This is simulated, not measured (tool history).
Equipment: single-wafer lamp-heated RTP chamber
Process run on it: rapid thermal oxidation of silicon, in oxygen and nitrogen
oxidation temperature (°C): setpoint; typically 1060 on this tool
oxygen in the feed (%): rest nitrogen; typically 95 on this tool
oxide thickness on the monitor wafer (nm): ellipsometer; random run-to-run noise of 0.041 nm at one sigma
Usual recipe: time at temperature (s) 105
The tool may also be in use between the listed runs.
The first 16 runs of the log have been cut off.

run,hour,oxidation temperature (°C),time at temperature (s),oxygen in the feed (%),"read-back reference wafer on the same gauge, thickness",oxide thickness on the monitor wafer (nm)
17,826.0,1078,105,95,9.800,13.339
# hour 837.7: gauge calibrated
18,867.1,1078,105,95,9.795,13.485
19,927.9,1060,105,95,9.806,12.022
20,978.6,1086,58,98,9.802,11.006
21,1022.5,1060,105,98,9.808,12.081
22,1069.8,1060,144,95,9.809,13.942
23,1121.3,1060,105,95,9.806,12.057
24,1159.3,1077,153,95,9.795,16.081
# hour 1167.4: pyrometer window cleaned and pyrometer calibrated, repeated, since the last time left the tool worse
25,1224.2,1060,105,95,9.799,11.196
26,1259.5,1043,132,98,9.802,11.249
27,1457.6,1060,147,70,9.801,11.879
28,1512.2,1060,72,95,9.800,9.617
# hour 1562.3: oxygen flow controller replaced
29,1582.2,1031,123,95,9.801,10.104
30,1611.1,1052,82,81,9.805,9.124
# hour 1638.2: pyrometer window cleaned and pyrometer calibrated
31,1664.3,1060,105,95,9.801,11.116
32,1693.1,1060,105,95,9.798,11.223
33,1723.2,1043,105,78,9.799,9.209
34,1758.7,1069,105,87,9.798,11.559
35,1790.8,1060,121,98,9.796,12.233
36,1854.9,1039,105,95,9.798,9.768
37,1915.7,1060,105,95,9.802,11.335
# hour 1950.4: gauge calibrated
38,1984.8,1060,105,95,9.801,11.438

Alternative continuations, all from the tool just after run 38; predict every row:
A,1985.2,1060,105,95,?,?
B,1985.2,1084,57,98,?,?
C,1985.2,1060,127,95,?,?

run,"read-back reference wafer on the same gauge, thickness",oxide thickness on the monitor wafer (nm)
A,9.798,11.418
B,9.798,10.243
C,9.798,12.475
With no hidden state in the tool, these same runs would have given:
run,oxide thickness on the monitor wafer (nm)
A,11.079
B,9.952
C,12.103
